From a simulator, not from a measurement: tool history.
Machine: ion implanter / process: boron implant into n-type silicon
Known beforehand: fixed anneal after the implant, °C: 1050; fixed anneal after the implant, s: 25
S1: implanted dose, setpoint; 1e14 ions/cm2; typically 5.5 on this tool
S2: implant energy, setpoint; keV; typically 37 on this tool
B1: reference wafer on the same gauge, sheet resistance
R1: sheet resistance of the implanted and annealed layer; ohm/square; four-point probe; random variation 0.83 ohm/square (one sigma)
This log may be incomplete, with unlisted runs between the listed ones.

run,day,S1,S2,B1,R1
1,0,4.61,40.5,192.17,184.41
2,4.058,4.61,40.5,191.84,186.52
3,6.567,5.5,41.5,191.84,160.33
4,9.508,5.5,41.5,192.13,159.4
5,12.817,5.5,41.5,191.82,159.63
6,14.462,5.5,33.5,192.19,161.97
7,18.15,5.5,37,191.68,161.12
8,22.179,4.68,37,191.53,184.27
9,23.767,4.68,37,192.03,183.4
10,27.142,4.68,37,192.11,184.73
# day 30.438: Faraday cup replaced and dose calibrated
11,36.775,5.5,37,191.82,161.01
12,39.642,5.5,37,191.96,160.63
13,43.488,5.5,37,192.2,161.24
14,47.554,5.5,32.5,191.77,162.62
# day 47.717: gauge calibrated
15,50.596,5.5,37,192.34,161.67
16,53.942,5.5,37,192.22,161.91
17,58.142,5.5,37,191.95,163.13
# day 60.688: extraction supply calibrated
18,62.05,6.55,37,191.92,138.92
19,65.312,6.83,48.5,192.42,130.94
20,68.408,5.5,43.5,192.06,157.74
21,71.388,4.91,28.5,191.83,182.78
22,73.658,6.31,37,191.97,144.26
23,76.092,7.13,37,192.17,130.97
24,78.829,5.5,37,191.74,161.5
25,81.633,4.68,37,192.41,185.29
26,85.912,4.32,26,192.1,203.84
27,88.025,7.03,41.5,192.04,128.69
28,90.142,4.37,42,191.77,194.19
29,93.454,4.79,32,192.06,184.38
# day 94.342: Faraday cup replaced and dose calibrated
30,101.346,4.58,45.5,191.69,183.24
31,103.862,4.83,37,191.99,179.41
32,106.575,6.16,25,192.41,151.54
33,109.367,6.83,48.5,191.74,130.71
34,113.188,6.37,37,191.7,143.96
35,115.658,5.5,41.5,192.1,159.13
36,118.671,4.41,33,192.14,195.23

What the log doesn't show, run by run:
deviation of the true dose from the Faraday cup's reading, %: 0 on each run
deviation of the true energy from its setpoint, %: 0 on each run
gauge reads high (%): 0 on each run
